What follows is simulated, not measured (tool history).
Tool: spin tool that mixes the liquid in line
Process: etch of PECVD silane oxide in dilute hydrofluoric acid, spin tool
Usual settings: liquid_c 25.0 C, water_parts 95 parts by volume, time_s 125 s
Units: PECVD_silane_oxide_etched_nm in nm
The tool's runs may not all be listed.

run    hour  liquid_c  water_parts  time_s  read-back film thickness of the PECVD silane oxide reference wafer, read on the same gauge (nm)  PECVD_silane_oxide_etched_nm
  1     0.0      25.0           95     145                                                                                           149.98                         40.15
       54.0  -- hydrofluoric acid flow meter replaced
  2    67.8      25.0           95     145                                                                                           149.96                         36.24
  3    95.4      25.0           95     145                                                                                           150.01                         35.55
  4   130.7      25.0           95      90                                                                                           149.99                         22.33
  5   183.1      25.0           95      90                                                                                           149.98                         22.78
  6   228.4      25.0          115     125                                                                                           150.05                         25.22
  7   269.9      25.0           95     125                                                                                           150.02                         31.19
  8   419.8      25.0           95     125                                                                                           150.02                         31.95
  9   559.4      25.0           95     125                                                                                           149.98                         31.45
      577.0  -- gauge calibrated
 10   629.8      25.0           95     125                                                                                           150.00                         32.24
 11   669.8      25.0           95     125                                                                                           149.97                         32.32
      760.5  -- thermometer replaced
 12   801.4      25.0           95     125                                                                                           149.98                         34.10
 13   832.5      25.0           95     125                                                                                           150.01                         33.73
 14   887.6      25.0           85     180                                                                                           150.02                         56.09
 15   913.3      21.0           65     125                                                                                           150.03                         43.70
 16   954.5      29.0           95      60                                                                                           150.01                         18.85
      978.2  -- hydrofluoric acid flow meter replaced
 17  1017.9      29.0          110     165                                                                                           150.00                         42.03
 18  1073.7      25.0           95     125                                                                                           149.97                         31.84
 19  1267.6      22.0          115     125                                                                                           149.98                         23.12
 20  1307.7      25.0           80     125                                                                                           150.02                         39.11
 21  1371.0      25.0           95     125                                                                                           149.98                         32.49
 22  1420.8      21.0          110     150                                                                                           149.99                         28.29
 23  1483.8      25.0           95     155                                                                                           149.99                         40.69
 24  1547.8      20.0          115     195                                                                                           149.98                         33.68
 25  1603.7      28.5           50      70                                                                                           150.00                         42.72
 26  1650.5      22.0          110      65                                                                                           149.99                         13.07
 27  1676.8      25.0           95     125                                                                                           150.04                         33.06
     1690.7  -- gauge calibrated
 28  1729.6      25.0          135      55                                                                                           149.99                          9.82

Forecast each of these 4 alternatives for the next run:
  A  1730.1      25.0          110     125                                                                                                ?                             ?
  B  1730.1      29.5           80      65                                                                                                ?                             ?
  C  1730.1      27.5           95     125                                                                                                ?                             ?
  D  1730.1      23.0           80      55                                                                                                ?                             ?

run  read-back film thickness of the PECVD silane oxide reference wafer, read on the same gauge (nm)  PECVD_silane_oxide_etched_nm
  A                                                                                           150.00                         28.13
  B                                                                                           150.00                         24.89
  C                                                                                           150.00                         36.57
  D                                                                                           150.00                         16.24
Stripped of hidden state, with their random variation kept, the same runs would have yielded:
run  PECVD_silane_oxide_etched_nm
  A                         26.65
  B                         23.60
  C                         34.66
  D                         15.45
